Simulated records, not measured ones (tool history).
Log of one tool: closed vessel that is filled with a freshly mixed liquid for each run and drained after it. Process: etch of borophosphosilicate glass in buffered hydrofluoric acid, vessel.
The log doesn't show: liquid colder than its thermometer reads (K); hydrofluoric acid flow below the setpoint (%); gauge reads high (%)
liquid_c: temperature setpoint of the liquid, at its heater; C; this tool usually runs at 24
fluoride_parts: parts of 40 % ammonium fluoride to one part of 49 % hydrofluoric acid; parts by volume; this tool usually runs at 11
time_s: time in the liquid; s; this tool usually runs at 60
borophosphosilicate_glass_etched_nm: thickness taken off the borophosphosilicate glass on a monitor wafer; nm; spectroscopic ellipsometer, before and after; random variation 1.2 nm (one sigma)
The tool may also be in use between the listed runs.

run	hour	liquid_c	fluoride_parts	time_s	wafers since the last listed run	hours since the thermometer was replaced	hours since the hydrofluoric acid flow meter was replaced	hours since the gauge calibration	read-back film thickness of the borophosphosilicate glass reference wafer, read on the same gauge (nm)	borophosphosilicate_glass_etched_nm
1	0	24	11	60	0	1340.4	1015.8	2567.2	60.03	117.7
2	73.6	24	11	60	5926	1414	1089.4	2640.8	60.03	118.66
3	162.5	24	11	60	7158	1502.9	1178.3	2729.7	59.99	121.46
4	235.3	24	11	60	5862	1575.7	1251.1	2802.5	60.01	120.44
5	297	24	11	60	4968	1637.4	1312.8	2864.2	59.99	119.22
6	385.7	24	11	60	7142	1726.1	1401.5	2952.9	60.02	117.74
# hour 412.8: gauge calibrated
7	459.9	24	11	60	5975	1800.3	1475.7	47.1	59.97	118.99
8	540.9	24	9	60	6522	1881.3	1556.7	128.1	60.03	142.04
9	614.1	20.5	11	60	5894	1954.5	1629.9	201.3	59.99	97.11
# hour 711.8: hydrofluoric acid flow meter replaced
10	715.4	26.5	11	60	8076	2055.8	3.6	302.6	60.05	144.07
11	778.3	25.5	8.5	70	5065	2118.7	66.5	365.5	59.99	199.69
12	873.4	24	11	60	7658	2213.8	161.6	460.6	59.96	125.64
13	1197.3	22	9.5	60	26082	2537.7	485.5	784.5	59.99	126.43
14	1254.1	22.5	14.5	75	4573	2594.5	542.3	841.3	60.01	107.62
15	1297.8	24	7.5	45	3519	2638.2	586	885	59.98	129.23
16	1402	24	11	30	8391	2742.4	690.2	989.2	59.96	60.73
# hour 1458.9: thermometer replaced
17	1471.6	24	11	60	5524	12.7	759.8	1058.8	59.99	122.13
18	1549.8	24	15.5	60	6297	90.9	838	1137	59.98	88.08
19	1625.6	24	11	60	6104	166.7	913.8	1212.8	60.02	122.74
20	1804.7	24	11	75	14422	345.8	1092.9	1391.9	60.01	150.77
21	1880.3	24	11	60	6087	421.4	1168.5	1467.5	60.01	119.7
22	1938.2	24	11	60	4662	479.3	1226.4	1525.4	60.01	118.59
23	1999	29	11	90	4896	540.1	1287.2	1586.2	60.02	232.06
24	2081.7	19	11	60	6659	622.8	1369.9	1668.9	60.03	89.24
25	2121.7	25.5	11	40	3221	662.8	1409.9	1708.9	59.98	87.74
26	2219.3	24	14.5	60	7859	760.4	1507.5	1806.5	60.01	90.17
# hour 2229.7: hydrofluoric acid flow meter replaced
27	2286.6	20	11	60	5339	827.7	56.9	1873.8	59.97	100.15
28	2358.5	24	11	60	5789	899.6	128.8	1945.7	59.96	125.52
29	2457.3	29	11	90	7956	998.4	227.6	2044.5	59.98	244.84
30	2543.9	24	12	80	6973	1085	314.2	2131.1	60.03	150.88

5 ways to go on from here, each from the tool as it stands after run 30. What would each give?
A	2544.6	24	11	85	56	1085.7	314.9	2131.8	?	?
B	2544.6	22.5	13.5	70	56	1085.7	314.9	2131.8	?	?
C	2544.6	20.5	11	30	56	1085.7	314.9	2131.8	?	?
D	2544.6	24	13	60	56	1085.7	314.9	2131.8	?	?
E	2544.6	24	14.5	45	56	1085.7	314.9	2131.8	?	?

run	read-back film thickness of the borophosphosilicate glass reference wafer, read on the same gauge (nm)	borophosphosilicate_glass_etched_nm
A	60.02	175.14
B	60.02	108.7
C	60.02	51.07
D	60.02	104.89
E	60.02	70.65
The same runs, with their run-to-run variation unchanged, on a tool lacking any hidden condition would have given:
run	borophosphosilicate_glass_etched_nm
A	178.21
B	110.6
C	51.97
D	106.74
E	71.89
